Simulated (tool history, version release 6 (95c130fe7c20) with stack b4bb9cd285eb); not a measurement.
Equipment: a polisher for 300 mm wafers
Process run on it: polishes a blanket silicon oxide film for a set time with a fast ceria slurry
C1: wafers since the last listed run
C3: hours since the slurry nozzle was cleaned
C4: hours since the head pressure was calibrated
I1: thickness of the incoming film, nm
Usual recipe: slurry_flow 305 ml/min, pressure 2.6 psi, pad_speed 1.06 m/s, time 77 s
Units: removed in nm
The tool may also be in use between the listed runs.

run 1 hour=0.0 | slurry_flow=305 pressure=2.6 pad_speed=1.06 time=77 | C1=0 wafers_polished_on_this_pad=483 C3=444.8 C4=1098.6 | I1=3828.6 | removed=1169.5
run 2 hour=17.1 | slurry_flow=305 pressure=2.6 pad_speed=1.06 time=77 | C1=213 wafers_polished_on_this_pad=696 C3=461.9 C4=1115.7 | I1=3818.8 | removed=1162.8
-- hour=26.2 worn pad replaced by a new one
run 3 hour=34.8 | slurry_flow=305 pressure=2.6 pad_speed=0.96 time=77 | C1=171 wafers_polished_on_this_pad=106 C3=479.6 C4=1133.4 | I1=3767.6 | removed=1092.1
run 4 hour=51.8 | slurry_flow=305 pressure=2.6 pad_speed=0.96 time=77 | C1=212 wafers_polished_on_this_pad=319 C3=496.6 C4=1150.4 | I1=3820.4 | removed=1062.3
run 5 hour=59.7 | slurry_flow=305 pressure=2.6 pad_speed=0.78 time=77 | C1=98 wafers_polished_on_this_pad=418 C3=504.5 C4=1158.3 | I1=3734.1 | removed=914.4
run 6 hour=75.8 | slurry_flow=305 pressure=2.6 pad_speed=0.78 time=77 | C1=201 wafers_polished_on_this_pad=619 C3=520.6 C4=1174.4 | I1=3765.4 | removed=886.0
run 7 hour=85.6 | slurry_flow=365 pressure=2.6 pad_speed=1.06 time=58 | C1=122 wafers_polished_on_this_pad=741 C3=530.4 C4=1184.2 | I1=3806.7 | removed=877.3
run 8 hour=92.9 | slurry_flow=305 pressure=2.6 pad_speed=1.06 time=77 | C1=91 wafers_polished_on_this_pad=832 C3=537.7 C4=1191.5 | I1=3771.8 | removed=1139.2
-- hour=100.2 worn pad replaced by a new one
run 9 hour=101.6 | slurry_flow=305 pressure=2.6 pad_speed=1.06 time=77 | C1=58 wafers_polished_on_this_pad=17 C3=546.4 C4=1200.2 | I1=3797.3 | removed=1184.0
run 10 hour=108.6 | slurry_flow=305 pressure=2.6 pad_speed=1.06 time=77 | C1=87 wafers_polished_on_this_pad=104 C3=553.4 C4=1207.2 | I1=3810.7 | removed=1196.4
run 11 hour=126.0 | slurry_flow=305 pressure=2.6 pad_speed=1.06 time=77 | C1=217 wafers_polished_on_this_pad=322 C3=570.8 C4=1224.6 | I1=3752.4 | removed=1181.5
run 12 hour=143.2 | slurry_flow=305 pressure=2.6 pad_speed=1.06 time=77 | C1=214 wafers_polished_on_this_pad=537 C3=588.0 C4=1241.8 | I1=3809.2 | removed=1164.5
-- hour=147.1 head pressure recalibrated
run 13 hour=158.3 | slurry_flow=380 pressure=2.6 pad_speed=1.06 time=77 | C1=163 wafers_polished_on_this_pad=700 C3=603.1 C4=11.2 | I1=3714.4 | removed=1161.3
run 14 hour=170.6 | slurry_flow=305 pressure=1.7 pad_speed=1.06 time=61 | C1=153 wafers_polished_on_this_pad=854 C3=615.4 C4=23.5 | I1=3847.8 | removed=594.6
-- hour=180.9 worn pad replaced by a new one
run 15 hour=187.2 | slurry_flow=405 pressure=1.8 pad_speed=1.34 time=77 | C1=157 wafers_polished_on_this_pad=78 C3=632.0 C4=40.1 | I1=3768.8 | removed=1054.8
run 16 hour=196.1 | slurry_flow=305 pressure=2.6 pad_speed=0.76 time=77 | C1=111 wafers_polished_on_this_pad=189 C3=640.9 C4=49.0 | I1=3730.2 | removed=897.1
run 17 hour=203.0 | slurry_flow=305 pressure=2.6 pad_speed=1.06 time=77 | C1=86 wafers_polished_on_this_pad=275 C3=647.8 C4=55.9 | I1=3783.3 | removed=1190.3
run 18 hour=219.5 | slurry_flow=305 pressure=2.6 pad_speed=1.06 time=77 | C1=206 wafers_polished_on_this_pad=481 C3=664.3 C4=72.4 | I1=3792.5 | removed=1163.7
-- hour=224.8 slurry nozzle cleaned
run 19 hour=237.5 | slurry_flow=305 pressure=2.3 pad_speed=0.86 time=85 | C1=212 wafers_polished_on_this_pad=694 C3=12.7 C4=90.4 | I1=3728.2 | removed=938.3
run 20 hour=244.6 | slurry_flow=305 pressure=2.6 pad_speed=1.06 time=77 | C1=88 wafers_polished_on_this_pad=782 C3=19.8 C4=97.5 | I1=3838.5 | removed=1164.4
run 21 hour=251.7 | slurry_flow=305 pressure=2.6 pad_speed=0.72 time=59 | C1=88 wafers_polished_on_this_pad=871 C3=26.9 C4=104.6 | I1=3840.7 | removed=622.3
-- hour=267.0 worn pad replaced by a new one
run 22 hour=267.5 | slurry_flow=265 pressure=2.6 pad_speed=1.06 time=62 | C1=147 wafers_polished_on_this_pad=5 C3=42.7 C4=120.4 | I1=3783.5 | removed=964.7
run 23 hour=279.2 | slurry_flow=305 pressure=3.4 pad_speed=1.06 time=77 | C1=146 wafers_polished_on_this_pad=152 C3=54.4 C4=132.1 | I1=3770.2 | removed=1572.9
run 24 hour=296.7 | slurry_flow=400 pressure=2.6 pad_speed=1.06 time=77 | C1=218 wafers_polished_on_this_pad=370 C3=71.9 C4=149.6 | I1=3819.0 | removed=1197.8
run 25 hour=316.2 | slurry_flow=305 pressure=2.6 pad_speed=1.06 time=77 | C1=243 wafers_polished_on_this_pad=614 C3=91.4 C4=169.1 | I1=3786.3 | removed=1140.3

3 ways to go on from here, each from the tool as it stands after run 25. What would each give?
run A hour=316.6 | slurry_flow=305 pressure=2.6 pad_speed=1.06 time=77 | C1=4 wafers_polished_on_this_pad=619 C3=91.8 C4=169.5 | I1=3757.8 | removed=?
run B hour=316.6 | slurry_flow=305 pressure=1.7 pad_speed=0.70 time=77 | C1=4 wafers_polished_on_this_pad=619 C3=91.8 C4=169.5 | I1=3757.8 | removed=?
run C hour=316.6 | slurry_flow=305 pressure=2.3 pad_speed=1.38 time=77 | C1=4 wafers_polished_on_this_pad=619 C3=91.8 C4=169.5 | I1=3757.8 | removed=?

run=A removed=1142.0
run=B removed=526.0
run=C removed=1275.6
With no hidden state in the tool, these same runs would have given:
run=A removed=1187.8
run=B removed=547.1
run=C removed=1326.8

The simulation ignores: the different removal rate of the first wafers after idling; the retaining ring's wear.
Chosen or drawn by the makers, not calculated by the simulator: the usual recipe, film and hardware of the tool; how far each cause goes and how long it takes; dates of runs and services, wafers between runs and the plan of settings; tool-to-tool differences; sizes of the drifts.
